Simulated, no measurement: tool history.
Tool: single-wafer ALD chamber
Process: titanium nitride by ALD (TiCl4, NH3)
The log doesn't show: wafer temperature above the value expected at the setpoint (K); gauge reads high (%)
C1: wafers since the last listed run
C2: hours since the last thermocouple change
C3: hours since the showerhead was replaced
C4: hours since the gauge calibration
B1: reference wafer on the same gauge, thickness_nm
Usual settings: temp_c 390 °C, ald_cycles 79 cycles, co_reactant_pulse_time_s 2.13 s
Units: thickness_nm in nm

Run 1, hour 0: usual settings; C1 0; C2 1072.5; C3 7684.9; C4 257.1; B1 1.57. Result: thickness_nm 1.755 nm.
Run 2, hour 25.7: usual settings; C1 105; C2 1098.2; C3 7710.6; C4 282.8; B1 1.569. Result: thickness_nm 1.75 nm.
Run 3, hour 43.1: usual settings; C1 71; C2 1115.6; C3 7728; C4 300.2; B1 1.571. Result: thickness_nm 1.76 nm.
Run 4, hour 63.4: usual settings; C1 83; C2 1135.9; C3 7748.3; C4 320.5; B1 1.569. Result: thickness_nm 1.745 nm.
Run 5, hour 78.9: usual settings; C1 63; C2 1151.4; C3 7763.8; C4 336; B1 1.57. Result: thickness_nm 1.739 nm.
Run 6, hour 103.4: usual settings but temp_c 379 °C; C1 100; C2 1175.9; C3 7788.3; C4 360.5; B1 1.571. Result: thickness_nm 1.743 nm.
Run 7, hour 168.9: usual settings; C1 269; C2 1241.4; C3 7853.8; C4 426; B1 1.571. Result: thickness_nm 1.745 nm.
Run 8, hour 199.8: usual settings; C1 127; C2 1272.3; C3 7884.7; C4 456.9; B1 1.57. Result: thickness_nm 1.751 nm.
Run 9, hour 232.5: usual settings; C1 134; C2 1305; C3 7917.4; C4 489.6; B1 1.569. Result: thickness_nm 1.749 nm.
Run 10, hour 268: usual settings but ald_cycles 74 cycles; C1 146; C2 1340.5; C3 7952.9; C4 525.1; B1 1.571. Result: thickness_nm 1.637 nm.
Run 11, hour 297.4: usual settings but ald_cycles 74 cycles; C1 121; C2 1369.9; C3 7982.3; C4 554.5; B1 1.571. Result: thickness_nm 1.635 nm.
Run 12, hour 327.2: usual settings but ald_cycles 74 cycles; C1 122; C2 1399.7; C3 8012.1; C4 584.3; B1 1.57. Result: thickness_nm 1.636 nm.
Run 13, hour 340.5: usual settings but ald_cycles 85 cycles; C1 54; C2 1413; C3 8025.4; C4 597.6; B1 1.57. Result: thickness_nm 1.892 nm.
Run 14, hour 361: usual settings; C1 84; C2 1433.5; C3 8045.9; C4 618.1; B1 1.57. Result: thickness_nm 1.755 nm.
At hour 445.3: showerhead replaced.
Run 15, hour 452.8: usual settings; C1 345; C2 1525.3; C3 7.5; C4 709.9; B1 1.57. Result: thickness_nm 1.745 nm.
Run 16, hour 471.9: usual settings; C1 78; C2 1544.4; C3 26.6; C4 729; B1 1.57. Result: thickness_nm 1.752 nm.
Run 17, hour 494.6: usual settings; C1 93; C2 1567.1; C3 49.3; C4 751.7; B1 1.57. Result: thickness_nm 1.744 nm.
Run 18, hour 511.3: usual settings; C1 68; C2 1583.8; C3 66; C4 768.4; B1 1.57. Result: thickness_nm 1.75 nm.
Run 19, hour 536.4: usual settings; C1 103; C2 1608.9; C3 91.1; C4 793.5; B1 1.572. Result: thickness_nm 1.748 nm.
Run 20, hour 568.5: usual settings but ald_cycles 84 cycles; C1 132; C2 1641; C3 123.2; C4 825.6; B1 1.569. Result: thickness_nm 1.85 nm.
Run 21, hour 588.3: usual settings but temp_c 382 °C, ald_cycles 75 cycles, co_reactant_pulse_time_s 1.88 s; C1 81; C2 1660.8; C3 143; C4 845.4; B1 1.57. Result: thickness_nm 1.636 nm.
Run 22, hour 689: usual settings but ald_cycles 92 cycles, co_reactant_pulse_time_s 2.71 s; C1 415; C2 1761.5; C3 243.7; C4 946.1; B1 1.569. Result: thickness_nm 2.068 nm.
Run 23, hour 721.6: usual settings; C1 134; C2 1794.1; C3 276.3; C4 978.7; B1 1.569. Result: thickness_nm 1.736 nm.
Run 24, hour 736.5: usual settings; C1 61; C2 1809; C3 291.2; C4 993.6; B1 1.57. Result: thickness_nm 1.75 nm.
Run 25, hour 808.2: usual settings but temp_c 402 °C, ald_cycles 70 cycles; C1 295; C2 1880.7; C3 362.9; C4 1065.3; B1 1.57. Result: thickness_nm 1.576 nm.
Run 26, hour 842.6: usual settings; C1 141; C2 1915.1; C3 397.3; C4 1099.7; B1 1.57. Result: thickness_nm 1.758 nm.
At hour 863.8: gauge calibrated.
Run 27, hour 875.2: usual settings but temp_c 376 °C, ald_cycles 67 cycles; C1 134; C2 1947.7; C3 429.9; C4 11.4; B1 1.57. Result: thickness_nm 1.466 nm.
Run 28, hour 910.9: usual settings but co_reactant_pulse_time_s 1.66 s; C1 147; C2 1983.4; C3 465.6; C4 47.1; B1 1.569. Result: thickness_nm 1.715 nm.
At hour 921.6: thermocouple changed; heater temperature recalibrated.
Run 29, hour 944: usual settings; C1 103; C2 22.4; C3 498.7; C4 80.2; B1 1.57. Result: thickness_nm 1.753 nm.
Run 30, hour 969.3: usual settings but temp_c 398 °C, ald_cycles 88 cycles, co_reactant_pulse_time_s 2.55 s; C1 104; C2 47.7; C3 524; C4 105.5; B1 1.572. Result: thickness_nm 1.987 nm.
Run 31, hour 995.9: usual settings; C1 109; C2 74.3; C3 550.6; C4 132.1; B1 1.57. Result: thickness_nm 1.75 nm.
Run 32, hour 1026.5: usual settings but temp_c 375 °C, ald_cycles 63 cycles, co_reactant_pulse_time_s 2.66 s; C1 126; C2 104.9; C3 581.2; C4 162.7; B1 1.569. Result: thickness_nm 1.4 nm.
Run 33, hour 1053.9: usual settings but ald_cycles 66 cycles, co_reactant_pulse_time_s 1.45 s; C1 112; C2 132.3; C3 608.6; C4 190.1; B1 1.57. Result: thickness_nm 1.399 nm.
Run 34, hour 1080.9: usual settings but temp_c 385 °C, ald_cycles 90 cycles, co_reactant_pulse_time_s 1.57 s; C1 111; C2 159.3; C3 635.6; C4 217.1; B1 1.571. Result: thickness_nm 1.922 nm.
Run 35, hour 1098: usual settings; C1 70; C2 176.4; C3 652.7; C4 234.2; B1 1.569. Result: thickness_nm 1.755 nm.
Run 36, hour 1114.9: usual settings but ald_cycles 73 cycles; C1 69; C2 193.3; C3 669.6; C4 251.1; B1 1.57. Result: thickness_nm 1.629 nm.
Run 37, hour 1155.1: usual settings but temp_c 403 °C, co_reactant_pulse_time_s 1.75 s; C1 165; C2 233.5; C3 709.8; C4 291.3; B1 1.57. Result: thickness_nm 1.748 nm.
Run 38, hour 1184: usual settings; C1 119; C2 262.4; C3 738.7; C4 320.2; B1 1.571. Result: thickness_nm 1.753 nm.
Run 39, hour 1210.1: usual settings but temp_c 379 °C, ald_cycles 63 cycles, co_reactant_pulse_time_s 1.91 s; C1 107; C2 288.5; C3 764.8; C4 346.3; B1 1.57. Result: thickness_nm 1.373 nm.
Run 40, hour 1226.6: usual settings but temp_c 384 °C, ald_cycles 69 cycles, co_reactant_pulse_time_s 1.83 s; C1 68; C2 305; C3 781.3; C4 362.8; B1 1.57. Result: thickness_nm 1.506 nm.
Run 41, hour 1238.9: usual settings but temp_c 383 °C, ald_cycles 72 cycles, co_reactant_pulse_time_s 2.47 s; C1 50; C2 317.3; C3 793.6; C4 375.1; B1 1.57. Result: thickness_nm 1.61 nm.

Forecast each of these 3 alternatives for the next run:
Run A, hour 1239.5: usual settings; C1 2; C2 317.9; C3 794.2; C4 375.7; B1 ?. Result: thickness_nm ?.
Run B, hour 1239.5: usual settings but co_reactant_pulse_time_s 2.72 s; C1 2; C2 317.9; C3 794.2; C4 375.7; B1 ?. Result: thickness_nm ?.
Run C, hour 1239.5: usual settings but temp_c 380 °C; C1 2; C2 317.9; C3 794.2; C4 375.7; B1 ?. Result: thickness_nm ?.

run     B1  thickness_nm
  A  1.569         1.751
  B  1.569         1.779
  C  1.569         1.737
Without the tool's hidden state the same runs would have given:
run  thickness_nm
  A         1.751
  B         1.779
  C         1.737

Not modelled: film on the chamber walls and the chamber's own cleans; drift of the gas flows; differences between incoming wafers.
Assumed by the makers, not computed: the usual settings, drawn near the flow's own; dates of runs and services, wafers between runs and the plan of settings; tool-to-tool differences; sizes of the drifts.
